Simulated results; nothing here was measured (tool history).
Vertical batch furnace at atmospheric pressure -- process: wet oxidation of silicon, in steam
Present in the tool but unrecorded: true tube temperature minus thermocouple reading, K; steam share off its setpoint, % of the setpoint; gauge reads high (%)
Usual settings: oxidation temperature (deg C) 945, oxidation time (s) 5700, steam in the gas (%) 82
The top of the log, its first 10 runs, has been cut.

run,hour,oxidation temperature (deg C),oxidation time (s),steam in the gas (%),wafers since the last listed run,hours since the last temperature calibration,hours since the steam generator was serviced,hours since the gauge calibration,"read-back reference wafer on the same gauge, thickness",oxide thickness on the monitor wafer (angstrom)
11,138.3,945,5700,82,208,1872.2,2409.4,228.2,311.08,3621.2
12,168.3,945,5700,82,332,1902.2,2439.4,258.2,310.99,3627.9
13,228.6,930,4920,82,669,1962.5,2499.7,318.5,310.9,2846.1
# hour 259.7: thermocouples replaced and temperature profile calibrated
14,260.2,945,7710,82,84,0.5,2531.3,350.1,311.26,4351
15,265.1,945,7710,82,54,5.4,2536.2,355,311.39,4364.1
16,270,945,5700,82,54,10.3,2541.1,359.9,310.88,3514.5
# hour 296.2: steam generator serviced
17,296.7,945,5700,82,29,37,0.5,386.6,311.01,3503.9
18,302.2,945,2910,82,61,42.5,6,392.1,311.03,2123.5
19,317.7,945,7620,76,172,58,21.5,407.6,310.93,4105.9
20,326.9,925,5700,82,102,67.2,30.7,416.8,311.22,2940.1
# hour 329.2: gauge calibrated
21,338.1,930,4230,82,124,78.4,41.9,8.9,310.88,2459.1
22,355.6,964,5700,88,194,95.9,59.4,26.4,310.94,4365.5
23,375.9,955,4080,73,225,116.2,79.7,46.7,311.13,2762.9
24,385.8,945,4110,89,109,126.1,89.6,56.6,311.02,2934.2
25,399.1,945,5700,82,147,139.4,102.9,69.9,310.99,3544.5
26,408.2,928,4800,82,100,148.5,112,79,311.22,2658.2
27,416.6,938,3450,82,93,156.9,120.4,87.4,311.07,2272.7
28,428.4,960,5700,85,130,168.7,132.2,99.2,310.89,4116
29,480,967,5700,70,572,220.3,183.8,150.8,311.07,3799.8
30,495.8,945,5700,82,175,236.1,199.6,166.6,310.8,3553.8
31,516.1,959,7440,75,225,256.4,219.9,186.9,310.98,4533.4
32,533.7,945,3510,70,195,274,237.5,204.5,310.95,2199.6
33,545.6,937,5700,82,132,285.9,249.4,216.4,310.81,3318.1

Forecast each of these 3 alternatives for the next run:
A,550.6,945,5700,82,55,290.9,254.4,221.4,?,?
B,550.6,958,7290,75,55,290.9,254.4,221.4,?,?
C,550.6,931,5700,77,55,290.9,254.4,221.4,?,?

run,"read-back reference wafer on the same gauge, thickness",oxide thickness on the monitor wafer (angstrom)
A,310.83,3562.1
B,310.83,4444.4
C,310.83,3003.8
Stripped of hidden state, with their random variation kept, the same runs would have yielded:
run,oxide thickness on the monitor wafer (angstrom)
A,3492.5
B,4364.5
C,2942.8

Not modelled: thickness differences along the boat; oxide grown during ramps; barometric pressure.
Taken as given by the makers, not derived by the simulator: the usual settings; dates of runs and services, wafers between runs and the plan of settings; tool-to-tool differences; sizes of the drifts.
